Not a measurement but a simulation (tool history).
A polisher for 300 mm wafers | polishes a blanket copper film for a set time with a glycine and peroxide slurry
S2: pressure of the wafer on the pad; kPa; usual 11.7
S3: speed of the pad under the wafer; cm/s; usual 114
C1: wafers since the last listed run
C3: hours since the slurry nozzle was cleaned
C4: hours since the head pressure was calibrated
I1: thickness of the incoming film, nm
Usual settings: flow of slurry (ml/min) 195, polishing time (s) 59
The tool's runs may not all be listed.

{"run": 1, "hour": 0.0, "flow of slurry (ml/min)": 145, "S2": 11.7, "S3": 114, "polishing time (s)": 59, "C1": 0, "wafers polished on this pad": 1454, "C3": 522.8, "C4": 29.8, "I1": 1309.5, "film removed (Å)": 2166}
{"run": 2, "hour": 39.4, "flow of slurry (ml/min)": 145, "S2": 11.7, "S3": 114, "polishing time (s)": 59, "C1": 313, "wafers polished on this pad": 1768, "C3": 562.2, "C4": 69.2, "I1": 1311.3, "film removed (Å)": 2147}
{"run": 3, "hour": 65.5, "flow of slurry (ml/min)": 195, "S2": 11.7, "S3": 114, "polishing time (s)": 59, "C1": 207, "wafers polished on this pad": 1976, "C3": 588.3, "C4": 95.3, "I1": 1318.5, "film removed (Å)": 2216}
{"hour": 99.9, "done": "worn pad replaced by a new one"}
{"run": 4, "hour": 114.3, "flow of slurry (ml/min)": 195, "S2": 11.7, "S3": 114, "polishing time (s)": 59, "C1": 356, "wafers polished on this pad": 114, "C3": 637.1, "C4": 144.1, "I1": 1330.7, "film removed (Å)": 2210}
{"run": 5, "hour": 166.6, "flow of slurry (ml/min)": 195, "S2": 11.7, "S3": 114, "polishing time (s)": 59, "C1": 416, "wafers polished on this pad": 530, "C3": 689.4, "C4": 196.4, "I1": 1328.7, "film removed (Å)": 2229}
{"run": 6, "hour": 210.2, "flow of slurry (ml/min)": 195, "S2": 10.3, "S3": 114, "polishing time (s)": 59, "C1": 346, "wafers polished on this pad": 877, "C3": 733, "C4": 240, "I1": 1320, "film removed (Å)": 1987}
{"hour": 257.9, "done": "slurry nozzle cleaned"}
{"run": 7, "hour": 270.5, "flow of slurry (ml/min)": 195, "S2": 10.3, "S3": 114, "polishing time (s)": 59, "C1": 471, "wafers polished on this pad": 1349, "C3": 12.6, "C4": 300.3, "I1": 1325.7, "film removed (Å)": 1966}
{"run": 8, "hour": 332.2, "flow of slurry (ml/min)": 195, "S2": 10.3, "S3": 114, "polishing time (s)": 59, "C1": 491, "wafers polished on this pad": 1840, "C3": 74.3, "C4": 362, "I1": 1317.8, "film removed (Å)": 1936}
{"run": 9, "hour": 384.3, "flow of slurry (ml/min)": 195, "S2": 11.7, "S3": 114, "polishing time (s)": 49, "C1": 414, "wafers polished on this pad": 2255, "C3": 126.4, "C4": 414.1, "I1": 1312.4, "film removed (Å)": 1770}
{"run": 10, "hour": 438.9, "flow of slurry (ml/min)": 195, "S2": 11.7, "S3": 114, "polishing time (s)": 49, "C1": 434, "wafers polished on this pad": 2689, "C3": 181, "C4": 468.7, "I1": 1304.9, "film removed (Å)": 1800}
{"hour": 462.2, "done": "worn pad replaced by a new one"}
{"run": 11, "hour": 471.5, "flow of slurry (ml/min)": 195, "S2": 11.7, "S3": 114, "polishing time (s)": 59, "C1": 227, "wafers polished on this pad": 73, "C3": 213.6, "C4": 501.3, "I1": 1301.6, "film removed (Å)": 2116}
{"run": 12, "hour": 528.9, "flow of slurry (ml/min)": 195, "S2": 11.7, "S3": 114, "polishing time (s)": 59, "C1": 456, "wafers polished on this pad": 530, "C3": 271, "C4": 558.7, "I1": 1326.7, "film removed (Å)": 2129}
{"hour": 620.4, "done": "slurry nozzle cleaned, repeated, since the last time left the tool worse"}
{"run": 13, "hour": 625.5, "flow of slurry (ml/min)": 195, "S2": 11.7, "S3": 114, "polishing time (s)": 59, "C1": 760, "wafers polished on this pad": 1291, "C3": 5.1, "C4": 655.3, "I1": 1328.2, "film removed (Å)": 2247}
{"run": 14, "hour": 687.2, "flow of slurry (ml/min)": 195, "S2": 11.7, "S3": 114, "polishing time (s)": 59, "C1": 491, "wafers polished on this pad": 1782, "C3": 66.8, "C4": 717, "I1": 1323.3, "film removed (Å)": 2252}
{"run": 15, "hour": 720.3, "flow of slurry (ml/min)": 195, "S2": 11.7, "S3": 114, "polishing time (s)": 59, "C1": 263, "wafers polished on this pad": 2045, "C3": 99.9, "C4": 750.1, "I1": 1322.9, "film removed (Å)": 2226}
{"hour": 749.1, "done": "worn pad replaced by a new one"}
{"run": 16, "hour": 889.0, "flow of slurry (ml/min)": 195, "S2": 11.7, "S3": 114, "polishing time (s)": 59, "C1": 1310, "wafers polished on this pad": 1113, "C3": 268.6, "C4": 918.8, "I1": 1323.9, "film removed (Å)": 2232}
{"run": 17, "hour": 915.4, "flow of slurry (ml/min)": 175, "S2": 11.7, "S3": 114, "polishing time (s)": 59, "C1": 210, "wafers polished on this pad": 1323, "C3": 295, "C4": 945.2, "I1": 1303, "film removed (Å)": 2239}
{"run": 18, "hour": 958.1, "flow of slurry (ml/min)": 255, "S2": 11.7, "S3": 100, "polishing time (s)": 59, "C1": 339, "wafers polished on this pad": 1663, "C3": 337.7, "C4": 987.9, "I1": 1316.9, "film removed (Å)": 2025}
{"run": 19, "hour": 1005.2, "flow of slurry (ml/min)": 195, "S2": 11.7, "S3": 114, "polishing time (s)": 41, "C1": 374, "wafers polished on this pad": 2038, "C3": 384.8, "C4": 1035, "I1": 1308.9, "film removed (Å)": 1571}
{"hour": 1028.4, "done": "worn pad replaced by a new one"}
{"run": 20, "hour": 1034.7, "flow of slurry (ml/min)": 195, "S2": 10.3, "S3": 114, "polishing time (s)": 59, "C1": 202, "wafers polished on this pad": 50, "C3": 414.3, "C4": 1064.5, "I1": 1292.3, "film removed (Å)": 2018}
{"run": 21, "hour": 1063.0, "flow of slurry (ml/min)": 195, "S2": 11.7, "S3": 114, "polishing time (s)": 51, "C1": 225, "wafers polished on this pad": 275, "C3": 442.6, "C4": 1092.8, "I1": 1302.9, "film removed (Å)": 1916}
{"run": 22, "hour": 1114.1, "flow of slurry (ml/min)": 250, "S2": 11.7, "S3": 114, "polishing time (s)": 59, "C1": 406, "wafers polished on this pad": 682, "C3": 493.7, "C4": 1143.9, "I1": 1316.8, "film removed (Å)": 2279}
{"run": 23, "hour": 1156.1, "flow of slurry (ml/min)": 225, "S2": 13.1, "S3": 82, "polishing time (s)": 67, "C1": 334, "wafers polished on this pad": 1016, "C3": 535.7, "C4": 1185.9, "I1": 1325.2, "film removed (Å)": 2195}
{"hour": 1182.7, "done": "head pressure recalibrated"}
{"run": 24, "hour": 1203.5, "flow of slurry (ml/min)": 235, "S2": 11.7, "S3": 126, "polishing time (s)": 59, "C1": 361, "wafers polished on this pad": 1377, "C3": 583.1, "C4": 20.8, "I1": 1300.3, "film removed (Å)": 2477}
{"run": 25, "hour": 1246.0, "flow of slurry (ml/min)": 125, "S2": 10.3, "S3": 136, "polishing time (s)": 43, "C1": 338, "wafers polished on this pad": 1715, "C3": 625.6, "C4": 63.3, "I1": 1333.7, "film removed (Å)": 1613}

Run 26 comes next. What will it give?
{"run": 26, "hour": 1292.4, "flow of slurry (ml/min)": 160, "S2": 10.3, "S3": 74, "polishing time (s)": 76, "C1": 369, "wafers polished on this pad": 2085, "C3": 672, "C4": 109.7, "I1": 1316.2, "film removed (Å)": "?"}

Run 26 gave film removed (Å) 1876.
Without the tool's hidden state the same run would have given film removed (Å) 1922.
